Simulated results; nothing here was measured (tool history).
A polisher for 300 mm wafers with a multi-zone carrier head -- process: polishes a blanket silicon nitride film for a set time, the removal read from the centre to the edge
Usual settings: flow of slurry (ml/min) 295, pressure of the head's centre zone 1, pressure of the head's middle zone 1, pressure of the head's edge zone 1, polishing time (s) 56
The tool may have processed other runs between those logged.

run	day	flow of slurry (ml/min)	pressure of the head's centre zone	pressure of the head's middle zone	pressure of the head's edge zone	polishing time (s)	wafers since the last listed run	wafers polished on this pad	hours since the slurry nozzle was cleaned	hours since the centre zone pressure was calibrated	hours since the edge zone pressure was calibrated	hours since the carrier head's membrane was replaced	incoming thickness of the incoming film, nm	film removed at the wafer's centre (nm)	film removed at mid-radius (nm)	film removed at the wafer's edge (nm)
1	0	295	1	1	1	56	0	742	781.1	417.5	1336.3	1197.2	402.5	121.2	122.8	115.5
2	1.304	370	1	1	1	56	297	1040	812.4	448.8	1367.6	1228.5	402.3	123.5	125.4	118.7
3	2.125	295	1	1	1	72	187	1227	832.1	468.5	1387.3	1248.2	405.6	156.4	151.6	149.1
# day 2.954: worn pad replaced by a new one
4	3.025	295	1	1	1	72	167	16	853.7	490.1	1408.9	1269.8	402.1	156.2	157.7	152.5
# day 3.288: carrier head's membrane replaced by a new one
5	3.817	295	0.97	1	0.92	56	133	149	872.7	509.1	1427.9	12.7	397.6	118.6	118.9	113.1
6	4.992	295	0.97	1	0.92	56	268	417	900.9	537.3	1456.1	40.9	401.5	117.9	121.1	114
7	5.7	295	1	1	1	56	161	579	917.9	554.3	1473.1	57.9	400.7	122.4	117.2	117.2
# day 6.308: slurry nozzle cleaned
# day 6.4: edge zone pressure recalibrated
8	6.967	265	1.08	1	0.93	65	260	840	15.8	584.7	13.6	88.3	394.4	159.8	144.1	133.1
9	7.512	265	1.08	1	0.93	65	124	964	28.9	597.8	26.7	101.4	393.7	156.6	142.1	133.9
# day 9.542: worn pad replaced by a new one, of another model than before
10	11.962	355	1	0.91	1	74	978	552	135.7	704.6	133.5	208.2	397.1	166.2	150.7	160.5
11	13.408	295	1	1.12	0.96	56	330	883	170.4	739.3	168.2	242.9	406.2	124.3	132.6	115.9
12	14.438	295	0.9	1.1	1	43	234	1118	195.1	764	192.9	267.6	405.1	85	100.6	92
13	15.467	390	0.94	1	1	74	234	1353	219.8	788.7	217.6	292.3	394.9	156.8	157.8	155.2
# day 16.812: worn pad replaced by a new one
# day 16.879: centre zone pressure recalibrated
14	18.296	370	1	1	1	62	592	323	287.7	34	285.5	360.2	401	136.6	136.5	132.2
15	19.317	295	0.91	1	0.94	56	233	556	312.2	58.5	310	384.7	402.2	109.8	116.8	115.3
16	20.604	295	1	1	1	56	293	850	343.1	89.4	340.9	415.6	403.4	122.8	117.4	116.9
17	22.05	350	1.1	1	1	51	330	1180	377.8	124.1	375.6	450.3	394	124.5	108.2	107.4
18	22.646	295	1	0.96	1	64	136	1316	392.1	138.4	389.9	464.6	403.6	139.5	132.1	134
# day 23.692: worn pad replaced by a new one
19	23.762	295	1	1	1	56	216	16	418.9	165.2	416.7	491.4	401.8	121	117.5	118.4
20	24.854	340	1	0.88	0.96	66	249	265	445.1	191.4	442.9	517.6	391.8	142.9	126	134.7
21	25.925	295	1	1	1	56	244	509	470.8	217.1	468.6	543.3	403.8	120.7	117	116.2

For some of the steps in film removed at the wafer's centre (nm) from one run to the next: how much would appear even if the tool had no hidden state, given the settings, what came in and random variation, and how much remains for the hidden state plus any gauge scatter that the measured result and the result without hidden state don't share?
Unlogged tool condition in this case: removal rate lost through wear of the pad, %; slurry flow missing at the pad, %; deviation of the centre zone's pressure from its setpoint, %; deviation of the edge zone's pressure from its setpoint, %.
Run 7 -> 8: flow of slurry (ml/min) 295 -> 265, pressure of the head's centre zone 1 -> 1.08, pressure of the head's edge zone 1 -> 0.93, polishing time (s) 56 -> 65, slurry nozzle cleaned, edge zone pressure recalibrated. film removed at the wafer's centre (nm) +37.4: hidden state +3.9, all else +33.5.
Run 9 -> 10: flow of slurry (ml/min) 265 -> 355, pressure of the head's centre zone 1.08 -> 1, pressure of the head's middle zone 1 -> 0.91, pressure of the head's edge zone 0.93 -> 1, polishing time (s) 65 -> 74, worn pad replaced by a new one, of another model than before. film removed at the wafer's centre (nm) +9.6: hidden state -1.8, all else +11.4.
Run 10 -> 11: flow of slurry (ml/min) 355 -> 295, pressure of the head's middle zone 0.91 -> 1.12, pressure of the head's edge zone 1 -> 0.96, polishing time (s) 74 -> 56. film removed at the wafer's centre (nm) -41.9: hidden state -0.1, all else -41.8.
Run 12 -> 13: flow of slurry (ml/min) 295 -> 390, pressure of the head's centre zone 0.9 -> 0.94, pressure of the head's middle zone 1.1 -> 1, polishing time (s) 43 -> 74. film removed at the wafer's centre (nm) +71.8: hidden state -1.3, all else +73.1.
